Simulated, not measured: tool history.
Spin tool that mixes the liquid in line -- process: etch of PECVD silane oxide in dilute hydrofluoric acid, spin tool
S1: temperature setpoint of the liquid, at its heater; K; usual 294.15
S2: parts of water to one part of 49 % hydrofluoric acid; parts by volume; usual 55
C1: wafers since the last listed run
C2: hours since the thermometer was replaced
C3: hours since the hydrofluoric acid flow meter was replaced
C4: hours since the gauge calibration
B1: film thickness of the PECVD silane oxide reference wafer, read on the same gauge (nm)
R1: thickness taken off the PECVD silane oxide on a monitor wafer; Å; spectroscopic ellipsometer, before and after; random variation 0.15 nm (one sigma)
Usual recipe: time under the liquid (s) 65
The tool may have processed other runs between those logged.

Run 1, hour 0: usual settings; C1 0; C2 1907.6; C3 587; C4 95.6; B1 150.01. Result: R1 477.8 Å.
Run 2, hour 61.4: usual settings; C1 611; C2 1969; C3 648.4; C4 157; B1 150.03. Result: R1 478.9 Å.
Run 3, hour 102.5: usual settings but S1 297.65 K; C1 409; C2 2010.1; C3 689.5; C4 198.1; B1 150. Result: R1 554.2 Å.
Run 4, hour 311.3: usual settings; C1 2079; C2 2218.9; C3 898.3; C4 406.9; B1 150.04. Result: R1 479.3 Å.
Run 5, hour 343: usual settings; C1 315; C2 2250.6; C3 930; C4 438.6; B1 150. Result: R1 479.8 Å.
Run 6, hour 393.3: usual settings; C1 500; C2 2300.9; C3 980.3; C4 488.9; B1 150.02. Result: R1 480.3 Å.
At hour 442.6: thermometer replaced.
Run 7, hour 451.2: usual settings; C1 566; C2 8.6; C3 1038.2; C4 546.8; B1 150.01. Result: R1 482.3 Å.
Run 8, hour 493.3: usual settings but S1 296.15 K; C1 419; C2 50.7; C3 1080.3; C4 588.9; B1 149.95. Result: R1 523.3 Å.
Run 9, hour 546.6: usual settings but S1 296.15 K; C1 530; C2 104; C3 1133.6; C4 642.2; B1 150.05. Result: R1 519.7 Å.
Run 10, hour 602.3: usual settings but S1 292.15 K, S2 40 parts by volume, time under the liquid (s) 50; C1 554; C2 159.7; C3 1189.3; C4 697.9; B1 149.97. Result: R1 476.5 Å.
Run 11, hour 727.6: usual settings; C1 1247; C2 285; C3 1314.6; C4 823.2; B1 150. Result: R1 480.2 Å.
At hour 782: hydrofluoric acid flow meter replaced.
At hour 792.9: gauge calibrated.
Run 12, hour 860.6: usual settings; C1 1314; C2 418; C3 78.6; C4 67.7; B1 150.01. Result: R1 472 Å.
Run 13, hour 895.2: usual settings but S1 291.65 K, S2 75 parts by volume, time under the liquid (s) 55; C1 344; C2 452.6; C3 113.2; C4 102.3; B1 150. Result: R1 256.9 Å.
Run 14, hour 925: usual settings; C1 296; C2 482.4; C3 143; C4 132.1; B1 149.97. Result: R1 469.1 Å.
Run 15, hour 982.7: usual settings but time under the liquid (s) 50; C1 574; C2 540.1; C3 200.7; C4 189.8; B1 149.99. Result: R1 362.6 Å.
Run 16, hour 1050.3: usual settings; C1 673; C2 607.7; C3 268.3; C4 257.4; B1 150.04. Result: R1 474.4 Å.
Run 17, hour 1077: usual settings but S1 290.15 K; C1 265; C2 634.4; C3 295; C4 284.1; B1 150.04. Result: R1 396.4 Å.
Run 18, hour 1139.8: usual settings but S2 65 parts by volume, time under the liquid (s) 100; C1 625; C2 697.2; C3 357.8; C4 346.9; B1 149.96. Result: R1 610.4 Å.
Run 19, hour 1249.7: usual settings but S1 290.15 K, time under the liquid (s) 85; C1 1094; C2 807.1; C3 467.7; C4 456.8; B1 150.02. Result: R1 523.3 Å.

Below are 4 alternative next runs, each starting from the tool's condition after run 19. Predict each:
Run A, hour 1250.1: usual settings; C1 3; C2 807.5; C3 468.1; C4 457.2; B1 ?. Result: R1 ?.
Run B, hour 1250.1: usual settings but S2 40 parts by volume; C1 3; C2 807.5; C3 468.1; C4 457.2; B1 ?. Result: R1 ?.
Run C, hour 1250.1: usual settings but S1 292.15 K, S2 70 parts by volume, time under the liquid (s) 55; C1 3; C2 807.5; C3 468.1; C4 457.2; B1 ?. Result: R1 ?.
Run D, hour 1250.1: usual settings but S1 298.65 K, S2 85 parts by volume, time under the liquid (s) 25; C1 3; C2 807.5; C3 468.1; C4 457.2; B1 ?. Result: R1 ?.

run      B1     R1
  A  150.01    475
  B  150.01  665.2
  C  150.01  285.2
  D  150.01  136.8
Had the tool no hidden state, the same runs would have come out as:
run     R1
  A  470.8
  B  659.4
  C  282.6
  D  135.5
